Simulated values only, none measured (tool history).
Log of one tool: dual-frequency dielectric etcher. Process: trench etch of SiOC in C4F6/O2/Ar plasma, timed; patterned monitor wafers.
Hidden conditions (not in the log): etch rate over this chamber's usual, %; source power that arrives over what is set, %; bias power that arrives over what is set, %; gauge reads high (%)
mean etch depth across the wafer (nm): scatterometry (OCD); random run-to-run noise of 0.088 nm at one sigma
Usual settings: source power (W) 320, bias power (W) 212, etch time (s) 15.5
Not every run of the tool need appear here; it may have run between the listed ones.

| run | hour | source power (W) | bias power (W) | etch time (s) | wafers since the last listed run | hours since the last wet clean | hours since the last source power generator calibration | hours since the last bias power generator calibration | hours since the last upper electrode change | hours since the gauge calibration | read-back reference wafer on the same gauge, depth_nm | mean etch depth across the wafer (nm) |
|---|---|---|---|---|---|---|---|---|---|---|---|---|
| 1 | 0.0 | 320 | 212 | 15.5 | 0 | 38.9 | 2980.4 | 4249.9 | 4096.8 | 300.8 | 29.82 | 28.12 |
| 2 | 53.8 | 320 | 212 | 15.5 | 650 | 92.7 | 3034.2 | 4303.7 | 4150.6 | 354.6 | 29.80 | 27.99 |
| 3 | 88.2 | 320 | 212 | 15.5 | 415 | 127.1 | 3068.6 | 4338.1 | 4185.0 | 389.0 | 29.83 | 27.87 |
| 4 | 137.4 | 320 | 212 | 15.5 | 594 | 176.3 | 3117.8 | 4387.3 | 4234.2 | 438.2 | 29.81 | 27.89 |
| 5 | 202.9 | 320 | 212 | 15.5 | 791 | 241.8 | 3183.3 | 4452.8 | 4299.7 | 503.7 | 29.84 | 27.74 |
| 6 | 261.7 | 320 | 212 | 15.5 | 710 | 300.6 | 3242.1 | 4511.6 | 4358.5 | 562.5 | 29.80 | 27.73 |
| 7 | 295.9 | 320 | 212 | 15.5 | 413 | 334.8 | 3276.3 | 4545.8 | 4392.7 | 596.7 | 29.80 | 27.74 |
| 8 | 339.4 | 320 | 227 | 18.5 | 525 | 378.3 | 3319.8 | 4589.3 | 4436.2 | 640.2 | 29.79 | 33.74 |
|  | 379.0 | wet clean of the chamber |
| 9 | 379.5 | 320 | 227 | 18.5 | 194 | 0.5 | 3359.9 | 4629.4 | 4476.3 | 680.3 | 29.79 | 34.35 |
|  | 506.0 | source power generator calibrated |
|  | 509.6 | upper electrode replaced |
| 10 | 582.9 | 320 | 227 | 18.5 | 2367 | 203.9 | 76.9 | 4832.8 | 73.3 | 883.7 | 29.79 | 33.75 |
| 11 | 641.3 | 320 | 212 | 15.5 | 705 | 262.3 | 135.3 | 4891.2 | 131.7 | 942.1 | 29.81 | 27.62 |
| 12 | 710.3 | 320 | 212 | 15.5 | 834 | 331.3 | 204.3 | 4960.2 | 200.7 | 1011.1 | 29.80 | 27.72 |
|  | 746.5 | wet clean of the chamber |
| 13 | 747.0 | 320 | 212 | 14.5 | 153 | 0.5 | 241.0 | 4996.9 | 237.4 | 1047.8 | 29.78 | 26.28 |
| 14 | 770.6 | 320 | 212 | 14.5 | 285 | 24.1 | 264.6 | 5020.5 | 261.0 | 1071.4 | 29.81 | 26.09 |
| 15 | 838.7 | 280 | 212 | 17.0 | 823 | 92.2 | 332.7 | 5088.6 | 329.1 | 1139.5 | 29.80 | 28.53 |
| 16 | 907.1 | 320 | 212 | 15.5 | 826 | 160.6 | 401.1 | 5157.0 | 397.5 | 1207.9 | 29.79 | 27.88 |
|  | 946.2 | bias power generator calibrated |
|  | 951.5 | gauge calibrated |
| 17 | 961.7 | 320 | 212 | 15.5 | 611 | 215.2 | 455.7 | 15.5 | 452.1 | 10.2 | 29.79 | 27.71 |
| 18 | 1005.2 | 320 | 212 | 12.5 | 525 | 258.7 | 499.2 | 59.0 | 495.6 | 53.7 | 29.81 | 22.34 |
| 19 | 1064.8 | 320 | 264 | 17.5 | 720 | 318.3 | 558.8 | 118.6 | 555.2 | 113.3 | 29.81 | 33.72 |
| 20 | 1116.2 | 350 | 249 | 13.0 | 621 | 369.7 | 610.2 | 170.0 | 606.6 | 164.7 | 29.81 | 25.64 |
| 21 | 1141.8 | 320 | 212 | 15.5 | 309 | 395.3 | 635.8 | 195.6 | 632.2 | 190.3 | 29.79 | 27.36 |
|  | 1209.6 | wet clean of the chamber |
| 22 | 1210.1 | 320 | 212 | 14.5 | 535 | 0.5 | 704.1 | 263.9 | 700.5 | 258.6 | 29.81 | 26.32 |
| 23 | 1237.2 | 350 | 212 | 13.0 | 327 | 27.6 | 731.2 | 291.0 | 727.6 | 285.7 | 29.80 | 24.63 |
| 24 | 1300.7 | 320 | 244 | 15.5 | 767 | 91.1 | 794.7 | 354.5 | 791.1 | 349.2 | 29.79 | 29.43 |
| 25 | 1365.6 | 340 | 180 | 15.5 | 784 | 156.0 | 859.6 | 419.4 | 856.0 | 414.1 | 29.83 | 27.42 |
| 26 | 1424.3 | 290 | 188 | 19.5 | 709 | 214.7 | 918.3 | 478.1 | 914.7 | 472.8 | 29.78 | 31.83 |
| 27 | 1467.8 | 320 | 239 | 15.5 | 525 | 258.2 | 961.8 | 521.6 | 958.2 | 516.3 | 29.81 | 28.90 |
| 28 | 1533.3 | 380 | 235 | 18.0 | 791 | 323.7 | 1027.3 | 587.1 | 1023.7 | 581.8 | 29.81 | 36.45 |
|  | 1572.6 | wet clean of the chamber |
| 29 | 1573.1 | 360 | 258 | 11.0 | 191 | 0.5 | 1067.1 | 626.9 | 1063.5 | 621.6 | 29.78 | 22.68 |

Hidden condition of the tool, last listed run before each entry between runs versus first listed run after:
From run 8 to run 9: wet clean of the chamber (hour 379.0)
  etch rate over this chamber's usual, %: -1.72 -> -0.204
  measured less the result without the state, mean etch depth across the wafer (nm): -0.60 -> -0.07
From run 9 to run 10: source power generator calibrated (hour 506.0); upper electrode replaced (hour 509.6)
  etch rate over this chamber's usual, %: -0.204 -> -1.18
  measured less the result without the state, mean etch depth across the wafer (nm): -0.07 -> -0.40
From run 12 to run 13: wet clean of the chamber (hour 746.5)
  etch rate over this chamber's usual, %: -1.79 -> -0.0835
  measured less the result without the state, mean etch depth across the wafer (nm): -0.50 -> -0.02
From run 16 to run 17: bias power generator calibrated (hour 946.2); gauge calibrated (hour 951.5)
  etch rate over this chamber's usual, %: -0.851 -> -1.11
  measured less the result without the state, mean etch depth across the wafer (nm): -0.24 -> -0.31
From run 21 to run 22: wet clean of the chamber (hour 1209.6)
  etch rate over this chamber's usual, %: -1.98 -> -0.032
  measured less the result without the state, mean etch depth across the wafer (nm): -0.55 -> -0.01
From run 28 to run 29: wet clean of the chamber (hour 1572.6)
  etch rate over this chamber's usual, %: -1.58 -> -0.062
  measured less the result without the state, mean etch depth across the wafer (nm): -0.58 -> -0.02

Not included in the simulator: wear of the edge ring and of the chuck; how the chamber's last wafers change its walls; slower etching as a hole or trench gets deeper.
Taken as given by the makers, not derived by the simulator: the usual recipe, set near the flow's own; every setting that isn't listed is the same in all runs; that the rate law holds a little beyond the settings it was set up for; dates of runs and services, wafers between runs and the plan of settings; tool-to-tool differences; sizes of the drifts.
